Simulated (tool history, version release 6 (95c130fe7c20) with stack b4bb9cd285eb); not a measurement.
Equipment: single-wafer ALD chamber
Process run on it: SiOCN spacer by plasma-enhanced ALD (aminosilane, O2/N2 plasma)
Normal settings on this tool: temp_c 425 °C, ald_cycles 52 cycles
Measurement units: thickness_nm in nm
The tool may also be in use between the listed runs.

| run | hour | temp_c | ald_cycles | read-back reference wafer on the same gauge, thickness_nm | thickness_nm |
|---|---|---|---|---|---|
| 1 | 0 | 425 | 56 | 2.521 | 3.118 |
| 2 | 72.3 | 425 | 56 | 2.521 | 3.12 |
| 3 | 167.8 | 425 | 56 | 2.519 | 3.13 |
| 4 | 250.9 | 425 | 52 | 2.52 | 2.906 |
| 5 | 310.9 | 425 | 52 | 2.519 | 2.89 |
| 6 | 394.2 | 425 | 52 | 2.519 | 2.877 |
| 7 | 449.9 | 425 | 52 | 2.52 | 2.893 |
| 8 | 515.2 | 425 | 52 | 2.52 | 2.902 |
| 9 | 608.5 | 414 | 48 | 2.52 | 2.755 |
| 10 | 694.4 | 425 | 48 | 2.52 | 2.665 |
|  | 773.5 | gauge calibrated |
| 11 | 785.9 | 421 | 62 | 2.52 | 3.47 |
| 12 | 831.5 | 414 | 49 | 2.521 | 2.802 |
|  | 892.1 | thermocouple changed; heater temperature recalibrated |
| 13 | 931.5 | 425 | 45 | 2.521 | 2.521 |
| 14 | 1159.7 | 439 | 58 | 2.521 | 3.115 |
| 15 | 1245.8 | 414 | 47 | 2.521 | 2.709 |
| 16 | 1293.5 | 416 | 56 | 2.521 | 3.212 |
| 17 | 1390.3 | 425 | 52 | 2.519 | 2.893 |
| 18 | 1462.3 | 416 | 52 | 2.517 | 2.974 |
| 19 | 1552 | 414 | 52 | 2.52 | 2.983 |
| 20 | 1608.5 | 425 | 52 | 2.519 | 2.912 |
| 21 | 1710.2 | 414 | 62 | 2.519 | 3.552 |

What if the next run were any one of these 4? Each begins from the tool's condition after run 21:
| A | 1710.7 | 420 | 52 | ? | ? |
| B | 1710.7 | 440 | 55 | ? | ? |
| C | 1710.7 | 432 | 55 | ? | ? |
| D | 1710.7 | 419 | 47 | ? | ? |

| run | read-back reference wafer on the same gauge, thickness_nm | thickness_nm |
|---|---|---|
| A | 2.517 | 2.951 |
| B | 2.517 | 2.945 |
| C | 2.517 | 3.015 |
| D | 2.517 | 2.675 |
Stripped of hidden state, with their random variation kept, the same runs would have yielded:
| run | thickness_nm |
|---|---|
| A | 2.973 |
| B | 2.967 |
| C | 3.038 |
| D | 2.694 |
